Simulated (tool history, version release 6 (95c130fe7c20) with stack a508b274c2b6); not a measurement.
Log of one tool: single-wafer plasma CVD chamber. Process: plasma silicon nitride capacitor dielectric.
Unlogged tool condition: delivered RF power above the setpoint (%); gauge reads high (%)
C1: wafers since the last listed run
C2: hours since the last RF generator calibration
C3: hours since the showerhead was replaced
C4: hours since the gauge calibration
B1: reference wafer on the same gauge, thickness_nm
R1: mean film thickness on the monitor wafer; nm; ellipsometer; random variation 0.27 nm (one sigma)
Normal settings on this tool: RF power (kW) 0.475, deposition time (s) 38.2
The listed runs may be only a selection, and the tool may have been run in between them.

run 1 hour=0.0 | RF_power_(kW)=0.540 deposition_time_(s)=41.2 | C1=0 C2=360.9 C3=6122.8 C4=176.6 | B1=48.895 | R1=53.737
run 2 hour=42.5 | RF_power_(kW)=0.540 deposition_time_(s)=41.2 | C1=1532 C2=403.4 C3=6165.3 C4=219.1 | B1=49.010 | R1=53.488
run 3 hour=85.4 | RF_power_(kW)=0.425 deposition_time_(s)=41.3 | C1=1546 C2=446.3 C3=6208.2 C4=262.0 | B1=48.994 | R1=48.530
run 4 hour=140.9 | RF_power_(kW)=0.400 deposition_time_(s)=38.2 | C1=2000 C2=501.8 C3=6263.7 C4=317.5 | B1=49.024 | R1=43.656
run 5 hour=180.5 | RF_power_(kW)=0.400 deposition_time_(s)=38.2 | C1=1427 C2=541.4 C3=6303.3 C4=357.1 | B1=49.059 | R1=43.583
run 6 hour=237.0 | RF_power_(kW)=0.475 deposition_time_(s)=38.2 | C1=2036 C2=597.9 C3=6359.8 C4=413.6 | B1=49.102 | R1=47.600
run 7 hour=272.5 | RF_power_(kW)=0.475 deposition_time_(s)=38.2 | C1=1279 C2=633.4 C3=6395.3 C4=449.1 | B1=49.140 | R1=47.347
run 8 hour=310.1 | RF_power_(kW)=0.475 deposition_time_(s)=38.2 | C1=1355 C2=671.0 C3=6432.9 C4=486.7 | B1=49.166 | R1=47.494
run 9 hour=338.8 | RF_power_(kW)=0.475 deposition_time_(s)=38.2 | C1=1034 C2=699.7 C3=6461.6 C4=515.4 | B1=49.198 | R1=47.739
run 10 hour=367.2 | RF_power_(kW)=0.550 deposition_time_(s)=38.2 | C1=1023 C2=728.1 C3=6490.0 C4=543.8 | B1=49.314 | R1=49.745
run 11 hour=412.5 | RF_power_(kW)=0.550 deposition_time_(s)=38.2 | C1=1633 C2=773.4 C3=6535.3 C4=589.1 | B1=49.404 | R1=49.995
run 12 hour=455.8 | RF_power_(kW)=0.475 deposition_time_(s)=38.2 | C1=1561 C2=816.7 C3=6578.6 C4=632.4 | B1=49.434 | R1=47.739
run 13 hour=508.0 | RF_power_(kW)=0.475 deposition_time_(s)=38.2 | C1=1881 C2=868.9 C3=6630.8 C4=684.6 | B1=49.498 | R1=47.328
run 14 hour=546.3 | RF_power_(kW)=0.475 deposition_time_(s)=38.2 | C1=1380 C2=907.2 C3=6669.1 C4=722.9 | B1=49.580 | R1=47.414
run 15 hour=619.6 | RF_power_(kW)=0.475 deposition_time_(s)=38.2 | C1=2642 C2=980.5 C3=6742.4 C4=796.2 | B1=49.754 | R1=47.704
run 16 hour=678.7 | RF_power_(kW)=0.475 deposition_time_(s)=38.2 | C1=2130 C2=1039.6 C3=6801.5 C4=855.3 | B1=49.903 | R1=48.013
run 17 hour=709.8 | RF_power_(kW)=0.475 deposition_time_(s)=38.2 | C1=1121 C2=1070.7 C3=6832.6 C4=886.4 | B1=49.914 | R1=48.522
run 18 hour=778.2 | RF_power_(kW)=0.475 deposition_time_(s)=38.2 | C1=2465 C2=1139.1 C3=6901.0 C4=954.8 | B1=50.100 | R1=48.469
run 19 hour=828.4 | RF_power_(kW)=0.475 deposition_time_(s)=38.2 | C1=1809 C2=1189.3 C3=6951.2 C4=1005.0 | B1=50.297 | R1=48.983
run 20 hour=1034.3 | RF_power_(kW)=0.475 deposition_time_(s)=35.6 | C1=7422 C2=1395.2 C3=7157.1 C4=1210.9 | B1=50.880 | R1=45.793
-- hour=1035.9 gauge calibrated
run 21 hour=1058.5 | RF_power_(kW)=0.565 deposition_time_(s)=33.9 | C1=872 C2=1419.4 C3=7181.3 C4=22.6 | B1=48.562 | R1=44.459
run 22 hour=1107.6 | RF_power_(kW)=0.400 deposition_time_(s)=38.2 | C1=1770 C2=1468.5 C3=7230.4 C4=71.7 | B1=48.582 | R1=43.580
run 23 hour=1167.2 | RF_power_(kW)=0.410 deposition_time_(s)=44.5 | C1=2148 C2=1528.1 C3=7290.0 C4=131.3 | B1=48.633 | R1=51.517
run 24 hour=1230.2 | RF_power_(kW)=0.570 deposition_time_(s)=38.2 | C1=2271 C2=1591.1 C3=7353.0 C4=194.3 | B1=48.677 | R1=49.603
run 25 hour=1277.5 | RF_power_(kW)=0.475 deposition_time_(s)=41.8 | C1=1705 C2=1638.4 C3=7400.3 C4=241.6 | B1=48.645 | R1=51.223
-- hour=1287.7 RF generator calibrated
-- hour=1294.8 showerhead replaced
run 26 hour=1338.0 | RF_power_(kW)=0.515 deposition_time_(s)=31.6 | C1=1635 C2=50.3 C3=43.2 C4=302.1 | B1=48.670 | R1=40.042
run 27 hour=1371.7 | RF_power_(kW)=0.405 deposition_time_(s)=45.2 | C1=1214 C2=84.0 C3=76.9 C4=335.8 | B1=48.725 | R1=52.393
run 28 hour=1424.2 | RF_power_(kW)=0.515 deposition_time_(s)=43.0 | C1=1892 C2=136.5 C3=129.4 C4=388.3 | B1=48.818 | R1=54.722
run 29 hour=1488.3 | RF_power_(kW)=0.505 deposition_time_(s)=35.4 | C1=2310 C2=200.6 C3=193.5 C4=452.4 | B1=48.814 | R1=44.769
run 30 hour=1516.7 | RF_power_(kW)=0.545 deposition_time_(s)=31.7 | C1=1023 C2=229.0 C3=221.9 C4=480.8 | B1=48.925 | R1=41.330
run 31 hour=1553.9 | RF_power_(kW)=0.505 deposition_time_(s)=38.2 | C1=1341 C2=266.2 C3=259.1 C4=518.0 | B1=49.001 | R1=48.063
run 32 hour=1610.9 | RF_power_(kW)=0.475 deposition_time_(s)=38.2 | C1=2054 C2=323.2 C3=316.1 C4=575.0 | B1=49.038 | R1=47.445
run 33 hour=1681.3 | RF_power_(kW)=0.475 deposition_time_(s)=38.2 | C1=2538 C2=393.6 C3=386.5 C4=645.4 | B1=49.159 | R1=47.669
run 34 hour=1741.3 | RF_power_(kW)=0.535 deposition_time_(s)=40.2 | C1=2163 C2=453.6 C3=446.5 C4=705.4 | B1=49.205 | R1=52.096

Branching from run 34: 3 alternative next runs. What would each branch give?
run A hour=1741.7 | RF_power_(kW)=0.420 deposition_time_(s)=38.2 | C1=14 C2=454.0 C3=446.9 C4=705.8 | B1=? | R1=?
run B hour=1741.7 | RF_power_(kW)=0.380 deposition_time_(s)=44.8 | C1=14 C2=454.0 C3=446.9 C4=705.8 | B1=? | R1=?
run C hour=1741.7 | RF_power_(kW)=0.535 deposition_time_(s)=36.2 | C1=14 C2=454.0 C3=446.9 C4=705.8 | B1=? | R1=?

run=A B1=49.240 R1=45.128
run=B B1=49.240 R1=50.819
run=C B1=49.240 R1=46.939
Stripped of hidden state, with their random variation kept, the same runs would have yielded:
run=A R1=44.809
run=B R1=50.460
run=C R1=46.607
